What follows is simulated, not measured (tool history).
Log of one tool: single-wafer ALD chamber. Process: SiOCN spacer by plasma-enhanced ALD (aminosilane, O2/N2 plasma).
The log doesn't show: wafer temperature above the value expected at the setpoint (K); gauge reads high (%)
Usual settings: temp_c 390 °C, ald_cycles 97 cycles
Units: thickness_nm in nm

| run | hour | temp_c | ald_cycles | wafers since the last listed run | hours since the last thermocouple change | hours since the gauge calibration | read-back reference wafer on the same gauge, thickness_nm | thickness_nm |
|---|---|---|---|---|---|---|---|---|
| 1 | 0.0 | 390 | 97 | 0 | 403.2 | 241.2 | 4.947 | 5.874 |
| 2 | 87.9 | 390 | 97 | 167 | 491.1 | 329.1 | 4.945 | 5.811 |
| 3 | 149.9 | 390 | 97 | 117 | 553.1 | 391.1 | 4.952 | 5.781 |
| 4 | 227.9 | 390 | 97 | 148 | 631.1 | 469.1 | 4.944 | 5.871 |
| 5 | 274.1 | 390 | 97 | 87 | 677.3 | 515.3 | 4.955 | 5.779 |
| 6 | 367.6 | 396 | 97 | 177 | 770.8 | 608.8 | 4.950 | 5.853 |
| 7 | 410.9 | 396 | 97 | 82 | 814.1 | 652.1 | 4.949 | 5.824 |
| 8 | 484.8 | 395 | 97 | 140 | 888.0 | 726.0 | 4.949 | 5.788 |
| 9 | 538.0 | 390 | 97 | 101 | 941.2 | 779.2 | 4.948 | 5.857 |
| 10 | 608.2 | 390 | 97 | 133 | 1011.4 | 849.4 | 4.954 | 5.798 |
| 11 | 678.5 | 390 | 97 | 133 | 1081.7 | 919.7 | 4.953 | 5.798 |
|  | 762.6 | thermocouple changed; heater temperature recalibrated |
| 12 | 772.9 | 383 | 82 | 164 | 10.3 | 1014.1 | 4.952 | 4.947 |
| 13 | 869.2 | 396 | 91 | 183 | 106.6 | 1110.4 | 4.955 | 5.419 |
|  | 934.1 | gauge calibrated |
| 14 | 943.4 | 385 | 109 | 141 | 180.8 | 9.3 | 4.951 | 6.553 |
| 15 | 1085.3 | 396 | 109 | 269 | 322.7 | 151.2 | 4.945 | 6.517 |
| 16 | 1149.9 | 390 | 88 | 122 | 387.3 | 215.8 | 4.946 | 5.280 |
| 17 | 1186.4 | 390 | 97 | 69 | 423.8 | 252.3 | 4.953 | 5.835 |
| 18 | 1256.7 | 405 | 109 | 133 | 494.1 | 322.6 | 4.949 | 6.425 |
| 19 | 1316.9 | 383 | 104 | 114 | 554.3 | 382.8 | 4.959 | 6.225 |

Hidden state at the last listed run before each entry between runs and at the first one after, where it differs:
Between runs 11 and 12: thermocouple changed; heater temperature recalibrated (hour 762.6)
  no hidden state differs between the two runs
Between runs 13 and 14: gauge calibrated (hour 934.1)
  no hidden state differs between the two runs
